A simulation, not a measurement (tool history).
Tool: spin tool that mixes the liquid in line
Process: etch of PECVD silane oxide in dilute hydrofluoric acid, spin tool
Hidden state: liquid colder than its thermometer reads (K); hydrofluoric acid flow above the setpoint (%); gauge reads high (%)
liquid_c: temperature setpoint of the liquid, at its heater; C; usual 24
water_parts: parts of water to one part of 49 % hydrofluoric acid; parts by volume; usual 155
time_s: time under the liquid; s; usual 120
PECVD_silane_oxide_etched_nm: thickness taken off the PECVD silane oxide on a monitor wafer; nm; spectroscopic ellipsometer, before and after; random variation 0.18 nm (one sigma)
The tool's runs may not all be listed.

run,hour,liquid_c,water_parts,time_s,wafers since the last listed run,hours since the thermometer was replaced,hours since the hydrofluoric acid flow meter was replaced,hours since the gauge calibration,"read-back film thickness of the PECVD silane oxide reference wafer, read on the same gauge (nm)",PECVD_silane_oxide_etched_nm
1,0,24,155,85,0,279.4,760.6,1496.9,91.3,26.88
2,60.6,21.5,155,120,340,340,821.2,1557.5,91.35,34.4
3,91.6,21.5,155,120,173,371,852.2,1588.5,91.42,34.54
4,144.8,24,175,100,298,424.2,905.4,1641.7,91.42,27.37
5,205.8,24,175,100,342,485.2,966.4,1702.7,91.54,27.53
6,264.8,24,175,100,331,544.2,1025.4,1761.7,91.66,27.43
7,327.9,24,155,120,354,607.3,1088.5,1824.8,91.77,38.2
8,384.6,24,155,120,318,664,1145.2,1881.5,91.85,38.04
9,436.9,24,155,120,293,716.3,1197.5,1933.8,91.94,38.33
10,479.2,24,155,120,237,758.6,1239.8,1976.1,92.01,38.24
11,503.4,24,155,120,135,782.8,1264,2000.3,92.07,38.26
12,544.7,21,95,140,231,824.1,1305.3,2041.6,92.15,69.77
13,580.2,24,155,120,199,859.6,1340.8,2077.1,92.22,37.96
# hour 594.4: thermometer replaced
# hour 594.5: gauge calibrated
14,617.2,22.5,155,190,202,22.8,1377.8,22.7,90.19,55.96
15,660.6,24,110,120,243,66.2,1421.2,66.1,90.2,55.99
16,730.3,24,155,120,391,135.9,1490.9,135.8,90.19,37.5
17,782.5,24,155,120,292,188.1,1543.1,188,90.25,37.1
18,819,24,205,120,204,224.6,1579.6,224.5,90.21,26.63
19,865.7,20,230,120,262,271.3,1626.3,271.2,90.25,20.15
20,998.5,25.5,155,120,745,404.1,1759.1,404,90.31,39.66
# hour 1053.9: hydrofluoric acid flow meter replaced
21,1064.3,19,225,190,363,469.9,10.4,469.8,90.27,31.46
22,1102.7,26,220,120,215,508.3,48.8,508.2,90.33,26.5
23,1137.1,24,155,120,193,542.7,83.2,542.6,90.34,37.71

The next listed run, before its measurement:
24,1170.5,24,195,120,187,576.1,116.6,576,?,?

read-back film thickness of the PECVD silane oxide reference wafer, read on the same gauge (nm): 90.3
PECVD_silane_oxide_etched_nm: 28.39 nm
Without the tool's hidden state the same run would have given PECVD_silane_oxide_etched_nm 28.28 nm.

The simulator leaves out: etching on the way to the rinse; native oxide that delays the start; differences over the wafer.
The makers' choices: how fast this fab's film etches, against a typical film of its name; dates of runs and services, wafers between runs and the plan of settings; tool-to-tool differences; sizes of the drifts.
